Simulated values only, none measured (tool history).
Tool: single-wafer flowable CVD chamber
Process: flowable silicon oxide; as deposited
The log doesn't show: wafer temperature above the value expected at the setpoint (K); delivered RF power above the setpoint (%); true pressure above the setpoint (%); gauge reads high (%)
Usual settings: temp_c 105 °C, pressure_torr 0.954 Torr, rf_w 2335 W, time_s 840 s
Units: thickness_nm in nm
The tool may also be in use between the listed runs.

run	hour	temp_c	pressure_torr	rf_w	time_s	wafers since the last listed run	hours since the last thermocouple change	hours since the last RF generator calibration	hours since the last manometer calibration	hours since the showerhead was replaced	hours since the gauge calibration	read-back reference wafer on the same gauge, thickness_nm	thickness_nm
1	0.0	105	0.954	2335	840	0	1773.0	782.6	1099.6	6723.4	50.7	521.913	629.117
2	13.1	105	0.954	2335	840	30	1786.1	795.7	1112.7	6736.5	63.8	522.638	625.699
3	26.7	105	0.954	2335	840	31	1799.7	809.3	1126.3	6750.1	77.4	521.810	625.876
4	45.8	105	0.954	2335	840	44	1818.8	828.4	1145.4	6769.2	96.5	520.844	626.351
5	60.6	105	0.954	2335	840	34	1833.6	843.2	1160.2	6784.0	111.3	522.412	623.541
# hour 85.7: showerhead replaced
6	91.0	105	0.954	2335	840	52	1864.0	873.6	1190.6	5.3	141.7	522.168	625.798
# hour 97.9: gauge calibrated
7	120.1	105	0.954	2335	840	68	1893.1	902.7	1219.7	34.4	22.2	522.407	630.018
# hour 130.9: capacitance manometer re-zeroed and calibrated
8	135.0	109	0.954	2600	840	16	1908.0	917.6	4.1	49.3	37.1	522.170	481.202
9	150.5	105	0.786	2335	840	36	1923.5	933.1	19.6	64.8	52.6	521.242	433.527
# hour 161.5: RF generator calibrated
10	163.2	115	0.954	2120	840	11	1936.2	1.7	32.3	77.5	65.3	521.121	396.615
# hour 176.7: thermocouple changed; heater temperature recalibrated
# hour 187.3: capacitance manometer re-zeroed and calibrated, repeated, since the last time left the tool worse
11	187.8	105	0.954	2335	840	20	11.1	26.3	0.5	102.1	89.9	520.664	591.995

Forecast run 12:
12	196.9	110	0.954	2335	709	21	20.2	35.4	9.6	111.2	99.0	?	?

Run 12 gave read-back reference wafer on the same gauge, thickness_nm 522.073, thickness_nm 432.407 nm.
Without the tool's hidden state the same run would have given thickness_nm 432.727 nm.

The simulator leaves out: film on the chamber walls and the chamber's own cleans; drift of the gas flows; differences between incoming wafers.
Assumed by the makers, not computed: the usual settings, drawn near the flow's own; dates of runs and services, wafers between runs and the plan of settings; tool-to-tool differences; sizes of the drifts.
